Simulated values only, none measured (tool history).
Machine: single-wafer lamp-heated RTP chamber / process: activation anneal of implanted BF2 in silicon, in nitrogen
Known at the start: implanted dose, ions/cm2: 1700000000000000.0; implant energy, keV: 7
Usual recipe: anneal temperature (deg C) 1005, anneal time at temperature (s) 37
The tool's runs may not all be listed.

run	hour	anneal temperature (deg C)	anneal time at temperature (s)	wafers since the last listed run	wafers since the last pyrometer calibration	wafers since the reflector plate was cleaned	hours since the gauge calibration	read-back reference wafer on the same gauge, sheet resistance	sheet resistance of the implanted and annealed layer (ohm/square)
1	0	986	49	0	3020	3436	1260.5	232	228.58
2	64.5	1012	37	729	3749	4166	1325	232.07	179.05
3	92.1	1012	37	312	4062	4478	1352.6	231.97	179.47
4	160.1	1005	37	769	4831	5247	1420.6	231.84	195.45
# hour 201.7: pyrometer window cleaned and pyrometer calibrated
5	214.3	1005	37	522	143	5770	1474.8	232.22	195.91
6	247.7	1005	37	377	520	6147	1508.2	232.28	195.15
# hour 353.3: reflector plate cleaned
7	420.3	1005	37	1861	2382	757	1680.8	231.72	194.23
8	521.5	1005	37	1144	3527	1902	1782	231.82	194.71
9	564.6	1005	37	487	4014	2389	1825.1	231.79	195.43
10	622.6	1005	37	656	4670	3045	1883.1	231.8	194.85
11	684.8	1005	37	703	5374	3749	1945.3	232.14	193.94
# hour 715: pyrometer window cleaned and pyrometer calibrated
12	715.5	1005	37	256	5	4006	1976	232.29	195.04
13	751	1005	37	401	407	4407	2011.5	232	194.89
14	838	1005	37	984	1391	5391	2098.5	231.71	194.88
15	865.6	1005	37	312	1703	5704	2126.1	232.1	194.86
16	915.1	1005	37	559	2263	6263	2175.6	231.88	194.6
# hour 987.4: reflector plate cleaned
17	987.9	1005	37	732	2996	5	2248.4	232.14	196.34
18	1018.6	1020	28	347	3343	352	2279.1	232.04	178.57
19	1086.5	1013	23	768	4111	1120	2347	231.96	205.95
20	1116.5	1005	43	339	4451	1459	2377	232.21	185.43
21	1179.4	977	18	711	5162	2171	2439.9	232.02	342.79
22	1239.7	1005	37	682	5844	2853	2500.2	231.87	195.55
# hour 1250.4: pyrometer window cleaned and pyrometer calibrated
23	1270.8	980	50	261	231	3114	2531.3	232.31	246.62
24	1326.1	1005	37	625	856	3740	2586.6	231.95	194.88
25	1391.7	980	50	742	1598	4482	2652.2	232.1	246.08
26	1557.1	1005	37	1870	3469	6353	2817.6	231.83	195.66
27	1617.3	986	25	680	4150	7034	2877.8	231.65	284.78
# hour 1621.3: gauge calibrated
28	1654.7	980	21	423	4573	7457	33.4	232.03	320.34
# hour 1669.4: reflector plate cleaned
29	1702.3	1005	37	447	5021	372	81	232.12	195.16
30	1729	1032	37	302	5323	674	107.7	232.35	150.47
# hour 1751.8: pyrometer window cleaned and pyrometer calibrated
31	1769.7	1005	37	369	202	1044	148.4	232.14	194.65
32	1921.1	1018	37	1712	1915	2756	299.8	232.23	168.39
33	1984	1015	57	711	2626	3468	362.7	231.72	155.35
34	2039.7	1026	45	630	3257	4098	418.4	232.05	149.28
# hour 2229.1: pyrometer window cleaned and pyrometer calibrated
35	2233.1	987	37	2097	45	6195	611.8	232.12	248.43
36	2266.7	1005	37	380	425	6575	645.4	232.06	195.08

Give the tool's hidden conditions for every run:
true wafer temperature minus pyrometer reading, K: 0 across all the runs
wafer temperature error from the tarnished reflector plate, K: 0 across all the runs
gauge reads high (%): 0 across all the runs
